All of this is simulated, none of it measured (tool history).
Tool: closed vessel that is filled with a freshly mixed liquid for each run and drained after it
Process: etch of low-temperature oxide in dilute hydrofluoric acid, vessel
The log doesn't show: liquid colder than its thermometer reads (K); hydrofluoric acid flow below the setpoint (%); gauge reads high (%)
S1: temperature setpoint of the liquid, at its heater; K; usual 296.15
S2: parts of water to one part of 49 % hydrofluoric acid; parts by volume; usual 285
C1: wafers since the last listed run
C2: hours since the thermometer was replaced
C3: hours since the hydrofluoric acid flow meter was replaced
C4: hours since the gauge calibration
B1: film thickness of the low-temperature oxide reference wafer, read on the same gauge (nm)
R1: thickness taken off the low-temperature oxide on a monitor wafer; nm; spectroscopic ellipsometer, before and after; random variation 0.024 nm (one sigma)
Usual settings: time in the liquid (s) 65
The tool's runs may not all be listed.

run 1 hour=0 | S1=296.15 S2=285 time_in_the_liquid_(s)=55 | C1=0 C2=1722.7 C3=2228.8 C4=431.7 | B1=29.965 | R1=2.814
run 2 hour=8.9 | S1=296.15 S2=285 time_in_the_liquid_(s)=55 | C1=871 C2=1731.6 C3=2237.7 C4=440.6 | B1=29.992 | R1=2.804
run 3 hour=21.2 | S1=298.65 S2=285 time_in_the_liquid_(s)=65 | C1=1204 C2=1743.9 C3=2250 C4=452.9 | B1=30.009 | R1=3.634
-- hour=21.6 gauge calibrated
run 4 hour=31.2 | S1=298.65 S2=285 time_in_the_liquid_(s)=65 | C1=979 C2=1753.9 C3=2260 C4=9.6 | B1=30.017 | R1=3.658
run 5 hour=38.7 | S1=296.15 S2=285 time_in_the_liquid_(s)=65 | C1=734 C2=1761.4 C3=2267.5 C4=17.1 | B1=29.992 | R1=3.317
run 6 hour=46.3 | S1=296.15 S2=345 time_in_the_liquid_(s)=65 | C1=744 C2=1769 C3=2275.1 C4=24.7 | B1=30.004 | R1=2.583
run 7 hour=59.3 | S1=296.15 S2=345 time_in_the_liquid_(s)=65 | C1=1272 C2=1782 C3=2288.1 C4=37.7 | B1=30.015 | R1=2.567
run 8 hour=68.4 | S1=296.15 S2=215 time_in_the_liquid_(s)=65 | C1=890 C2=1791.1 C3=2297.2 C4=46.8 | B1=29.998 | R1=4.725
run 9 hour=83.5 | S1=296.15 S2=215 time_in_the_liquid_(s)=65 | C1=1478 C2=1806.2 C3=2312.3 C4=61.9 | B1=30.044 | R1=4.721
run 10 hour=93.9 | S1=296.15 S2=195 time_in_the_liquid_(s)=55 | C1=1018 C2=1816.6 C3=2322.7 C4=72.3 | B1=29.965 | R1=4.456
run 11 hour=109.4 | S1=294.15 S2=420 time_in_the_liquid_(s)=100 | C1=1517 C2=1832.1 C3=2338.2 C4=87.8 | B1=30.002 | R1=2.803
run 12 hour=121.2 | S1=296.15 S2=285 time_in_the_liquid_(s)=75 | C1=1155 C2=1843.9 C3=2350 C4=99.6 | B1=29.98 | R1=3.764
run 13 hour=137.2 | S1=296.15 S2=285 time_in_the_liquid_(s)=65 | C1=1566 C2=1859.9 C3=2366 C4=115.6 | B1=29.973 | R1=3.256
run 14 hour=144.5 | S1=296.15 S2=285 time_in_the_liquid_(s)=95 | C1=714 C2=1867.2 C3=2373.3 C4=122.9 | B1=30.007 | R1=4.79
run 15 hour=153 | S1=296.15 S2=285 time_in_the_liquid_(s)=65 | C1=832 C2=1875.7 C3=2381.8 C4=131.4 | B1=30.015 | R1=3.235
run 16 hour=165.2 | S1=291.65 S2=285 time_in_the_liquid_(s)=65 | C1=1194 C2=1887.9 C3=2394 C4=143.6 | B1=30.027 | R1=2.774
run 17 hour=179.9 | S1=296.15 S2=285 time_in_the_liquid_(s)=65 | C1=1439 C2=1902.6 C3=2408.7 C4=158.3 | B1=29.981 | R1=3.261
run 18 hour=194.3 | S1=296.15 S2=285 time_in_the_liquid_(s)=65 | C1=1409 C2=1917 C3=2423.1 C4=172.7 | B1=29.994 | R1=3.289
run 19 hour=202.7 | S1=296.15 S2=285 time_in_the_liquid_(s)=75 | C1=822 C2=1925.4 C3=2431.5 C4=181.1 | B1=29.99 | R1=3.744
run 20 hour=212.7 | S1=296.15 S2=285 time_in_the_liquid_(s)=65 | C1=979 C2=1935.4 C3=2441.5 C4=191.1 | B1=30.004 | R1=3.252
run 21 hour=222.9 | S1=296.15 S2=285 time_in_the_liquid_(s)=65 | C1=998 C2=1945.6 C3=2451.7 C4=201.3 | B1=29.992 | R1=3.252
-- hour=238.4 thermometer replaced
run 22 hour=240.6 | S1=300.65 S2=235 time_in_the_liquid_(s)=90 | C1=1635 C2=2.2 C3=2469.4 C4=219 | B1=30.045 | R1=7.389
-- hour=270.4 hydrofluoric acid flow meter replaced
run 23 hour=282.9 | S1=296.15 S2=285 time_in_the_liquid_(s)=100 | C1=4043 C2=44.5 C3=12.5 C4=261.3 | B1=29.978 | R1=6.479
run 24 hour=289.2 | S1=292.65 S2=370 time_in_the_liquid_(s)=45 | C1=616 C2=50.8 C3=18.8 C4=267.6 | B1=30.02 | R1=1.821
run 25 hour=300.9 | S1=294.65 S2=285 time_in_the_liquid_(s)=65 | C1=1145 C2=62.5 C3=30.5 C4=279.3 | B1=29.974 | R1=3.989
run 26 hour=308.7 | S1=300.15 S2=330 time_in_the_liquid_(s)=95 | C1=763 C2=70.3 C3=38.3 C4=287.1 | B1=30.007 | R1=5.804
run 27 hour=324 | S1=299.65 S2=340 time_in_the_liquid_(s)=80 | C1=1498 C2=85.6 C3=53.6 C4=302.4 | B1=29.967 | R1=4.65
run 28 hour=331.4 | S1=294.15 S2=400 time_in_the_liquid_(s)=80 | C1=724 C2=93 C3=61 C4=309.8 | B1=30.012 | R1=3.116
run 29 hour=350.9 | S1=301.15 S2=285 time_in_the_liquid_(s)=65 | C1=1909 C2=112.5 C3=80.5 C4=329.3 | B1=29.974 | R1=4.961
run 30 hour=367.9 | S1=296.15 S2=385 time_in_the_liquid_(s)=100 | C1=1664 C2=129.5 C3=97.5 C4=346.3 | B1=29.987 | R1=4.363
run 31 hour=376.8 | S1=301.15 S2=365 time_in_the_liquid_(s)=100 | C1=871 C2=138.4 C3=106.4 C4=355.2 | B1=29.993 | R1=5.486
run 32 hour=391.3 | S1=298.15 S2=365 time_in_the_liquid_(s)=65 | C1=1419 C2=152.9 C3=120.9 C4=369.7 | B1=29.989 | R1=3.236

4 ways to go on from here, each from the tool as it stands after run 32. What would each give?
run A hour=392 | S1=292.15 S2=285 time_in_the_liquid_(s)=65 | C1=68 C2=153.6 C3=121.6 C4=370.4 | B1=? | R1=?
run B hour=392 | S1=296.15 S2=405 time_in_the_liquid_(s)=90 | C1=68 C2=153.6 C3=121.6 C4=370.4 | B1=? | R1=?
run C hour=392 | S1=296.15 S2=165 time_in_the_liquid_(s)=65 | C1=68 C2=153.6 C3=121.6 C4=370.4 | B1=? | R1=?
run D hour=392 | S1=292.15 S2=365 time_in_the_liquid_(s)=35 | C1=68 C2=153.6 C3=121.6 C4=370.4 | B1=? | R1=?

run=A B1=29.998 R1=3.637
run=B B1=29.998 R1=3.674
run=C B1=29.998 R1=8.22
run=D B1=29.998 R1=1.428
Without the tool's hidden state the same runs would have given:
run=A R1=3.732
run=B R1=3.767
run=C R1=8.432
run=D R1=1.465
